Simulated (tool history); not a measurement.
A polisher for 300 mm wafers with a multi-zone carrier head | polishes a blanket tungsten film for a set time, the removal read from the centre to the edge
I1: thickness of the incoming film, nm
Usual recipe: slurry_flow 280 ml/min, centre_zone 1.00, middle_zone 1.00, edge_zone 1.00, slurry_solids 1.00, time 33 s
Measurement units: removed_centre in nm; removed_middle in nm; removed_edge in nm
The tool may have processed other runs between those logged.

{"run": 1, "hour": 0.0, "slurry_flow": 280, "centre_zone": 0.97, "middle_zone": 1.0, "edge_zone": 1.0, "slurry_solids": 1.1, "time": 33, "I1": 614.5, "removed_centre": 176.8, "removed_middle": 180.9, "removed_edge": 182.6}
{"run": 2, "hour": 65.1, "slurry_flow": 280, "centre_zone": 1.0, "middle_zone": 1.0, "edge_zone": 1.0, "slurry_solids": 1.0, "time": 33, "I1": 608.3, "removed_centre": 177.6, "removed_middle": 177.7, "removed_edge": 179.8}
{"run": 3, "hour": 106.2, "slurry_flow": 280, "centre_zone": 1.0, "middle_zone": 1.0, "edge_zone": 1.0, "slurry_solids": 1.0, "time": 33, "I1": 614.5, "removed_centre": 177.0, "removed_middle": 176.8, "removed_edge": 178.5}
{"run": 4, "hour": 146.7, "slurry_flow": 280, "centre_zone": 0.96, "middle_zone": 1.03, "edge_zone": 0.89, "slurry_solids": 1.0, "time": 44, "I1": 615.4, "removed_centre": 225.1, "removed_middle": 244.2, "removed_edge": 229.7}
{"run": 5, "hour": 181.0, "slurry_flow": 280, "centre_zone": 1.0, "middle_zone": 1.0, "edge_zone": 1.0, "slurry_solids": 1.0, "time": 33, "I1": 613.0, "removed_centre": 177.1, "removed_middle": 178.7, "removed_edge": 176.7}
{"run": 6, "hour": 242.5, "slurry_flow": 325, "centre_zone": 1.0, "middle_zone": 1.0, "edge_zone": 1.0, "slurry_solids": 0.7, "time": 42, "I1": 610.6, "removed_centre": 217.8, "removed_middle": 218.4, "removed_edge": 216.2}
{"run": 7, "hour": 290.1, "slurry_flow": 280, "centre_zone": 0.92, "middle_zone": 1.0, "edge_zone": 1.0, "slurry_solids": 1.0, "time": 33, "I1": 618.4, "removed_centre": 162.3, "removed_middle": 178.7, "removed_edge": 179.1}
{"run": 8, "hour": 350.0, "slurry_flow": 255, "centre_zone": 1.0, "middle_zone": 1.0, "edge_zone": 0.95, "slurry_solids": 1.0, "time": 36, "I1": 603.1, "removed_centre": 192.8, "removed_middle": 194.3, "removed_edge": 190.2}
{"run": 9, "hour": 375.1, "slurry_flow": 280, "centre_zone": 1.0, "middle_zone": 1.0, "edge_zone": 0.91, "slurry_solids": 1.0, "time": 23, "I1": 611.5, "removed_centre": 124.1, "removed_middle": 124.8, "removed_edge": 120.8}
{"run": 10, "hour": 445.1, "slurry_flow": 280, "centre_zone": 0.94, "middle_zone": 1.0, "edge_zone": 1.0, "slurry_solids": 1.0, "time": 39, "I1": 602.6, "removed_centre": 196.9, "removed_middle": 209.3, "removed_edge": 215.1}
{"run": 11, "hour": 505.9, "slurry_flow": 255, "centre_zone": 1.0, "middle_zone": 1.0, "edge_zone": 1.0, "slurry_solids": 1.0, "time": 33, "I1": 610.1, "removed_centre": 175.5, "removed_middle": 177.3, "removed_edge": 180.0}
{"run": 12, "hour": 560.5, "slurry_flow": 280, "centre_zone": 1.0, "middle_zone": 0.97, "edge_zone": 1.09, "slurry_solids": 1.25, "time": 33, "I1": 619.4, "removed_centre": 185.1, "removed_middle": 180.6, "removed_edge": 196.5}
{"run": 13, "hour": 711.8, "slurry_flow": 280, "centre_zone": 1.0, "middle_zone": 1.0, "edge_zone": 0.89, "slurry_solids": 1.0, "time": 39, "I1": 612.6, "removed_centre": 211.4, "removed_middle": 210.1, "removed_edge": 202.4}
{"run": 14, "hour": 780.1, "slurry_flow": 185, "centre_zone": 1.0, "middle_zone": 1.1, "edge_zone": 0.95, "slurry_solids": 1.25, "time": 33, "I1": 604.6, "removed_centre": 177.8, "removed_middle": 192.3, "removed_edge": 178.8}
{"run": 15, "hour": 827.5, "slurry_flow": 280, "centre_zone": 1.0, "middle_zone": 1.0, "edge_zone": 1.0, "slurry_solids": 1.1, "time": 33, "I1": 605.8, "removed_centre": 181.1, "removed_middle": 182.6, "removed_edge": 180.7}
{"run": 16, "hour": 876.4, "slurry_flow": 345, "centre_zone": 1.0, "middle_zone": 0.94, "edge_zone": 1.0, "slurry_solids": 1.0, "time": 33, "I1": 605.4, "removed_centre": 179.7, "removed_middle": 171.2, "removed_edge": 184.3}
{"run": 17, "hour": 913.5, "slurry_flow": 280, "centre_zone": 1.0, "middle_zone": 1.0, "edge_zone": 0.89, "slurry_solids": 1.0, "time": 25, "I1": 614.8, "removed_centre": 134.3, "removed_middle": 136.6, "removed_edge": 129.7}
{"run": 18, "hour": 962.3, "slurry_flow": 280, "centre_zone": 1.0, "middle_zone": 1.0, "edge_zone": 0.91, "slurry_solids": 1.0, "time": 23, "I1": 610.2, "removed_centre": 123.7, "removed_middle": 126.1, "removed_edge": 120.6}
{"run": 19, "hour": 999.9, "slurry_flow": 280, "centre_zone": 0.94, "middle_zone": 1.0, "edge_zone": 1.03, "slurry_solids": 1.0, "time": 33, "I1": 613.1, "removed_centre": 166.8, "removed_middle": 178.6, "removed_edge": 182.6}
{"run": 20, "hour": 1056.0, "slurry_flow": 245, "centre_zone": 1.0, "middle_zone": 1.0, "edge_zone": 1.0, "slurry_solids": 1.0, "time": 33, "I1": 614.3, "removed_centre": 171.9, "removed_middle": 177.3, "removed_edge": 180.0}

Withheld: 8 entries from between the runs. Position of each, and hidden state at the listed run before versus the listed run after:
After run 2, before run 3: centre zone pressure recalibrated (hour 93.5)
  no hidden state differs between the two runs
After run 5, before run 6: slurry nozzle cleaned (hour 202.9)
  no hidden state differs between the two runs
After run 7, before run 8: worn pad replaced by a new one (hour 297.3)
  no hidden state differs between the two runs
After run 10, before run 11: edge zone pressure recalibrated (hour 460.6)
  no hidden state differs between the two runs
After run 12, before run 13: centre zone pressure recalibrated (hour 621.6)
  no hidden state differs between the two runs
After run 13, before run 14: worn pad replaced by a new one (hour 778.2)
  no hidden state differs between the two runs
After run 14, before run 15: carrier head's membrane replaced by a new one (hour 791.2)
  no hidden state differs between the two runs
After run 16, before run 17: slurry nozzle cleaned (hour 897.2)
  no hidden state differs between the two runs

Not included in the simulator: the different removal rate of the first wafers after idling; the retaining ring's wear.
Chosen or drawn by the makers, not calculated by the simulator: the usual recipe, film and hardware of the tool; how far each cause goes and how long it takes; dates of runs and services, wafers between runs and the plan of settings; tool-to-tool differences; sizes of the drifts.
